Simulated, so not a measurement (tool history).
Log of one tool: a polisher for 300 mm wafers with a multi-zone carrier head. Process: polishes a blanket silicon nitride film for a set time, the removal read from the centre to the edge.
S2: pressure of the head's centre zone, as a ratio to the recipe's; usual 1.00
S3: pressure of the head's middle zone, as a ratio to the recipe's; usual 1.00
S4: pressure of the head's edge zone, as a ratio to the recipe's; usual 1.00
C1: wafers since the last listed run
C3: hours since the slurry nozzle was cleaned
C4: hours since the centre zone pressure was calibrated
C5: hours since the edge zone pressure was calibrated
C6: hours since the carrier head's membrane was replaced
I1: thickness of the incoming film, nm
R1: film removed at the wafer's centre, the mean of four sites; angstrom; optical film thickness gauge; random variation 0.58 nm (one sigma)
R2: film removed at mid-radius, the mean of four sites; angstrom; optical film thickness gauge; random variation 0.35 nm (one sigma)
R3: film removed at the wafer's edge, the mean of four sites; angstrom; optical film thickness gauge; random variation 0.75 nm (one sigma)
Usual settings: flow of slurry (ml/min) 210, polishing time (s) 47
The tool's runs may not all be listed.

run 1 hour=0.0 | flow_of_slurry_(ml/min)=210 S2=0.94 S3=1.00 S4=1.08 polishing_time_(s)=47 | C1=0 wafers_polished_on_this_pad=2334 C3=28.2 C4=1156.0 C5=694.9 C6=205.1 | I1=891.2 | R1=561 R2=572 R3=601
-- hour=39.1 worn pad replaced by a new one
run 2 hour=49.6 | flow_of_slurry_(ml/min)=210 S2=0.94 S3=1.00 S4=1.08 polishing_time_(s)=47 | C1=371 wafers_polished_on_this_pad=85 C3=77.8 C4=1205.6 C5=744.5 C6=254.7 | I1=907.8 | R1=548 R2=575 R3=605
run 3 hour=116.2 | flow_of_slurry_(ml/min)=210 S2=1.00 S3=1.00 S4=1.00 polishing_time_(s)=47 | C1=542 wafers_polished_on_this_pad=628 C3=144.4 C4=1272.2 C5=811.1 C6=321.3 | I1=895.5 | R1=587 R2=578 R3=579
run 4 hour=158.5 | flow_of_slurry_(ml/min)=210 S2=1.00 S3=1.00 S4=1.00 polishing_time_(s)=47 | C1=344 wafers_polished_on_this_pad=972 C3=186.7 C4=1314.5 C5=853.4 C6=363.6 | I1=889.4 | R1=573 R2=569 R3=582
run 5 hour=227.0 | flow_of_slurry_(ml/min)=210 S2=1.00 S3=1.00 S4=1.00 polishing_time_(s)=47 | C1=558 wafers_polished_on_this_pad=1531 C3=255.2 C4=1383.0 C5=921.9 C6=432.1 | I1=882.6 | R1=578 R2=575 R3=572
run 6 hour=296.2 | flow_of_slurry_(ml/min)=210 S2=1.00 S3=1.00 S4=1.00 polishing_time_(s)=47 | C1=564 wafers_polished_on_this_pad=2095 C3=324.4 C4=1452.2 C5=991.1 C6=501.3 | I1=885.6 | R1=575 R2=576 R3=586
-- hour=316.8 edge zone pressure recalibrated
-- hour=352.9 centre zone pressure recalibrated
run 7 hour=356.0 | flow_of_slurry_(ml/min)=210 S2=1.00 S3=1.00 S4=1.00 polishing_time_(s)=47 | C1=454 wafers_polished_on_this_pad=2549 C3=384.2 C4=3.1 C5=39.2 C6=561.1 | I1=907.4 | R1=571 R2=573 R3=583
-- hour=370.2 worn pad replaced by a new one
run 8 hour=425.1 | flow_of_slurry_(ml/min)=210 S2=1.00 S3=1.04 S4=1.09 polishing_time_(s)=47 | C1=530 wafers_polished_on_this_pad=447 C3=453.3 C4=72.2 C5=108.3 C6=630.2 | I1=905.5 | R1=580 R2=593 R3=601
-- hour=448.8 slurry nozzle cleaned
run 9 hour=628.3 | flow_of_slurry_(ml/min)=210 S2=1.00 S3=1.04 S4=1.09 polishing_time_(s)=47 | C1=1648 wafers_polished_on_this_pad=2095 C3=179.5 C4=275.4 C5=311.5 C6=833.4 | I1=902.1 | R1=581 R2=598 R3=613
run 10 hour=685.3 | flow_of_slurry_(ml/min)=210 S2=0.92 S3=1.08 S4=1.00 polishing_time_(s)=47 | C1=464 wafers_polished_on_this_pad=2560 C3=236.5 C4=332.4 C5=368.5 C6=890.4 | I1=902.5 | R1=539 R2=610 R3=583
-- hour=730.6 worn pad replaced by a new one
run 11 hour=750.9 | flow_of_slurry_(ml/min)=210 S2=0.92 S3=1.08 S4=1.00 polishing_time_(s)=47 | C1=502 wafers_polished_on_this_pad=165 C3=302.1 C4=398.0 C5=434.1 C6=956.0 | I1=910.0 | R1=545 R2=616 R3=589
run 12 hour=802.7 | flow_of_slurry_(ml/min)=210 S2=1.00 S3=0.88 S4=1.00 polishing_time_(s)=47 | C1=422 wafers_polished_on_this_pad=587 C3=353.9 C4=449.8 C5=485.9 C6=1007.8 | I1=895.0 | R1=575 R2=516 R3=582
run 13 hour=854.3 | flow_of_slurry_(ml/min)=210 S2=1.00 S3=1.00 S4=1.00 polishing_time_(s)=47 | C1=420 wafers_polished_on_this_pad=1007 C3=405.5 C4=501.4 C5=537.5 C6=1059.4 | I1=911.6 | R1=584 R2=575 R3=580
-- hour=873.5 slurry nozzle cleaned
run 14 hour=917.0 | flow_of_slurry_(ml/min)=260 S2=1.10 S3=1.06 S4=1.00 polishing_time_(s)=33 | C1=502 wafers_polished_on_this_pad=1510 C3=43.5 C4=564.1 C5=600.2 C6=1122.1 | I1=899.4 | R1=446 R2=431 R3=419
run 15 hour=958.2 | flow_of_slurry_(ml/min)=210 S2=1.00 S3=1.06 S4=1.05 polishing_time_(s)=47 | C1=335 wafers_polished_on_this_pad=1846 C3=84.7 C4=605.3 C5=641.4 C6=1163.3 | I1=914.4 | R1=579 R2=600 R3=599
run 16 hour=985.2 | flow_of_slurry_(ml/min)=210 S2=1.00 S3=1.00 S4=1.06 polishing_time_(s)=47 | C1=220 wafers_polished_on_this_pad=2066 C3=111.7 C4=632.3 C5=668.4 C6=1190.3 | I1=892.5 | R1=581 R2=567 R3=603
-- hour=998.9 carrier head's membrane replaced by a new one
run 17 hour=1039.0 | flow_of_slurry_(ml/min)=145 S2=0.95 S3=1.00 S4=1.04 polishing_time_(s)=43 | C1=397 wafers_polished_on_this_pad=2464 C3=165.5 C4=686.1 C5=722.2 C6=40.1 | I1=901.8 | R1=470 R2=492 R3=527
-- hour=1067.8 worn pad replaced by a new one
run 18 hour=1073.7 | flow_of_slurry_(ml/min)=210 S2=1.00 S3=1.00 S4=1.00 polishing_time_(s)=47 | C1=250 wafers_polished_on_this_pad=47 C3=200.2 C4=720.8 C5=756.9 C6=74.8 | I1=886.5 | R1=572 R2=576 R3=579
-- hour=1114.5 edge zone pressure recalibrated
run 19 hour=1131.3 | flow_of_slurry_(ml/min)=210 S2=0.95 S3=0.89 S4=0.96 polishing_time_(s)=61 | C1=453 wafers_polished_on_this_pad=501 C3=257.8 C4=778.4 C5=16.8 C6=132.4 | I1=889.6 | R1=709 R2=677 R3=741
run 20 hour=1178.1 | flow_of_slurry_(ml/min)=165 S2=1.00 S3=1.09 S4=1.00 polishing_time_(s)=40 | C1=381 wafers_polished_on_this_pad=882 C3=304.6 C4=825.2 C5=63.6 C6=179.2 | I1=915.6 | R1=469 R2=505 R3=477
-- hour=1340.1 slurry nozzle cleaned
run 21 hour=1382.1 | flow_of_slurry_(ml/min)=210 S2=0.88 S3=1.00 S4=1.00 polishing_time_(s)=47 | C1=1654 wafers_polished_on_this_pad=2537 C3=42.0 C4=1029.2 C5=267.6 C6=383.2 | I1=909.0 | R1=527 R2=573 R3=585
-- hour=1420.1 worn pad replaced by a new one
run 22 hour=1439.9 | flow_of_slurry_(ml/min)=210 S2=1.00 S3=1.00 S4=0.92 polishing_time_(s)=47 | C1=438 wafers_polished_on_this_pad=161 C3=99.8 C4=1087.0 C5=325.4 C6=441.0 | I1=902.9 | R1=579 R2=574 R3=550
run 23 hour=1472.6 | flow_of_slurry_(ml/min)=210 S2=1.00 S3=1.00 S4=0.92 polishing_time_(s)=40 | C1=266 wafers_polished_on_this_pad=428 C3=132.5 C4=1119.7 C5=358.1 C6=473.7 | I1=899.4 | R1=488 R2=490 R3=479

What differs in the tool's unlogged condition from the final listed run ahead of each entry between runs to the first listed run following it?
Between runs 1 and 2: worn pad replaced by a new one (hour 39.1)
  no difference in the tool's unlogged condition between these two runs
Between runs 6 and 7: edge zone pressure recalibrated (hour 316.8); centre zone pressure recalibrated (hour 352.9)
  no difference in the tool's unlogged condition between these two runs
Between runs 7 and 8: worn pad replaced by a new one (hour 370.2)
  no difference in the tool's unlogged condition between these two runs
Between runs 8 and 9: slurry nozzle cleaned (hour 448.8)
  no difference in the tool's unlogged condition between these two runs
Between runs 10 and 11: worn pad replaced by a new one (hour 730.6)
  no difference in the tool's unlogged condition between these two runs
Between runs 13 and 14: slurry nozzle cleaned (hour 873.5)
  no difference in the tool's unlogged condition between these two runs
Between runs 16 and 17: carrier head's membrane replaced by a new one (hour 998.9)
  no difference in the tool's unlogged condition between these two runs
Between runs 17 and 18: worn pad replaced by a new one (hour 1067.8)
  no difference in the tool's unlogged condition between these two runs
Between runs 18 and 19: edge zone pressure recalibrated (hour 1114.5)
  no difference in the tool's unlogged condition between these two runs
Between runs 20 and 21: slurry nozzle cleaned (hour 1340.1)
  no difference in the tool's unlogged condition between these two runs
Between runs 21 and 22: worn pad replaced by a new one (hour 1420.1)
  no difference in the tool's unlogged condition between these two runs
